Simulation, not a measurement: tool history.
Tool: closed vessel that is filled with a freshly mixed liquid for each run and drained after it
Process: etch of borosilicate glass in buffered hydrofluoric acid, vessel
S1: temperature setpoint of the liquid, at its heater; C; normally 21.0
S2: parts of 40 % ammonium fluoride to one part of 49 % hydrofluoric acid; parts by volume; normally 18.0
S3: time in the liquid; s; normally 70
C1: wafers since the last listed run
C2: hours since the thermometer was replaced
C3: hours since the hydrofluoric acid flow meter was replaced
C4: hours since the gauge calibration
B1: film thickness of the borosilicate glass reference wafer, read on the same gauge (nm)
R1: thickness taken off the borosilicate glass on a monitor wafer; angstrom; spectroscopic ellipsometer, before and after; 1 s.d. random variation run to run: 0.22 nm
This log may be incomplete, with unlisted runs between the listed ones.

{"run": 1, "hour": 0.0, "S1": 21.0, "S2": 18.0, "S3": 70, "C1": 0, "C2": 1837.3, "C3": 476.4, "C4": 48.3, "B1": 50.01, "R1": 420.2}
{"run": 2, "hour": 14.6, "S1": 21.0, "S2": 18.0, "S3": 70, "C1": 1260, "C2": 1851.9, "C3": 491.0, "C4": 62.9, "B1": 49.99, "R1": 418.8}
{"run": 3, "hour": 21.4, "S1": 21.0, "S2": 18.0, "S3": 70, "C1": 587, "C2": 1858.7, "C3": 497.8, "C4": 69.7, "B1": 50.0, "R1": 420.5}
{"run": 4, "hour": 32.5, "S1": 21.0, "S2": 18.0, "S3": 70, "C1": 958, "C2": 1869.8, "C3": 508.9, "C4": 80.8, "B1": 49.99, "R1": 422.8}
{"run": 5, "hour": 43.4, "S1": 21.0, "S2": 18.0, "S3": 70, "C1": 941, "C2": 1880.7, "C3": 519.8, "C4": 91.7, "B1": 50.01, "R1": 423.8}
{"run": 6, "hour": 59.8, "S1": 21.0, "S2": 13.0, "S3": 55, "C1": 1416, "C2": 1897.1, "C3": 536.2, "C4": 108.1, "B1": 50.0, "R1": 461.7}
{"run": 7, "hour": 68.2, "S1": 21.0, "S2": 13.0, "S3": 55, "C1": 725, "C2": 1905.5, "C3": 544.6, "C4": 116.5, "B1": 49.99, "R1": 465.6}
{"run": 8, "hour": 79.7, "S1": 21.0, "S2": 21.5, "S3": 70, "C1": 993, "C2": 1917.0, "C3": 556.1, "C4": 128.0, "B1": 49.99, "R1": 358.0}
{"run": 9, "hour": 89.0, "S1": 21.0, "S2": 18.0, "S3": 95, "C1": 803, "C2": 1926.3, "C3": 565.4, "C4": 137.3, "B1": 50.01, "R1": 573.6}
{"hour": 92.9, "done": "thermometer replaced"}
{"run": 10, "hour": 104.6, "S1": 21.0, "S2": 18.0, "S3": 70, "C1": 1260, "C2": 11.7, "C3": 581.0, "C4": 152.9, "B1": 49.99, "R1": 425.0}
{"run": 11, "hour": 143.0, "S1": 21.0, "S2": 18.0, "S3": 100, "C1": 3316, "C2": 50.1, "C3": 619.4, "C4": 191.3, "B1": 50.01, "R1": 610.0}
{"run": 12, "hour": 159.5, "S1": 21.0, "S2": 18.0, "S3": 70, "C1": 1424, "C2": 66.6, "C3": 635.9, "C4": 207.8, "B1": 50.02, "R1": 430.5}
{"hour": 159.5, "done": "gauge calibrated"}
{"hour": 161.5, "done": "hydrofluoric acid flow meter replaced"}
{"run": 13, "hour": 189.7, "S1": 21.0, "S2": 20.0, "S3": 105, "C1": 2521, "C2": 96.8, "C3": 28.2, "C4": 30.2, "B1": 50.0, "R1": 538.0}
{"run": 14, "hour": 196.5, "S1": 22.5, "S2": 16.0, "S3": 55, "C1": 587, "C2": 103.6, "C3": 35.0, "C4": 37.0, "B1": 50.0, "R1": 383.1}
{"run": 15, "hour": 207.3, "S1": 17.0, "S2": 18.0, "S3": 50, "C1": 932, "C2": 114.4, "C3": 45.8, "C4": 47.8, "B1": 50.02, "R1": 226.6}
{"run": 16, "hour": 221.4, "S1": 21.0, "S2": 13.0, "S3": 100, "C1": 1217, "C2": 128.5, "C3": 59.9, "C4": 61.9, "B1": 50.02, "R1": 791.6}
{"run": 17, "hour": 230.9, "S1": 21.0, "S2": 20.0, "S3": 105, "C1": 820, "C2": 138.0, "C3": 69.4, "C4": 71.4, "B1": 50.0, "R1": 541.2}
{"run": 18, "hour": 238.2, "S1": 19.5, "S2": 13.5, "S3": 110, "C1": 630, "C2": 145.3, "C3": 76.7, "C4": 78.7, "B1": 49.99, "R1": 768.1}

Branching from run 18: 4 alternative next runs. What would each branch give?
{"run": "A", "hour": 238.9, "S1": 18.0, "S2": 18.0, "S3": 70, "C1": 60, "C2": 146.0, "C3": 77.4, "C4": 79.4, "B1": "?", "R1": "?"}
{"run": "B", "hour": 238.9, "S1": 17.0, "S2": 14.5, "S3": 110, "C1": 60, "C2": 146.0, "C3": 77.4, "C4": 79.4, "B1": "?", "R1": "?"}
{"run": "C", "hour": 238.9, "S1": 21.0, "S2": 22.5, "S3": 70, "C1": 60, "C2": 146.0, "C3": 77.4, "C4": 79.4, "B1": "?", "R1": "?"}
{"run": "D", "hour": 238.9, "S1": 24.0, "S2": 13.0, "S3": 70, "C1": 60, "C2": 146.0, "C3": 77.4, "C4": 79.4, "B1": "?", "R1": "?"}

run=A B1=50.00 R1=343.3
run=B B1=50.00 R1=632.5
run=C B1=50.00 R1=334.6
run=D B1=50.00 R1=658.0
What these runs would have given with no unlogged condition in the tool:
run=A R1=337.7
run=B R1=622.2
run=C R1=330.7
run=D R1=647.2
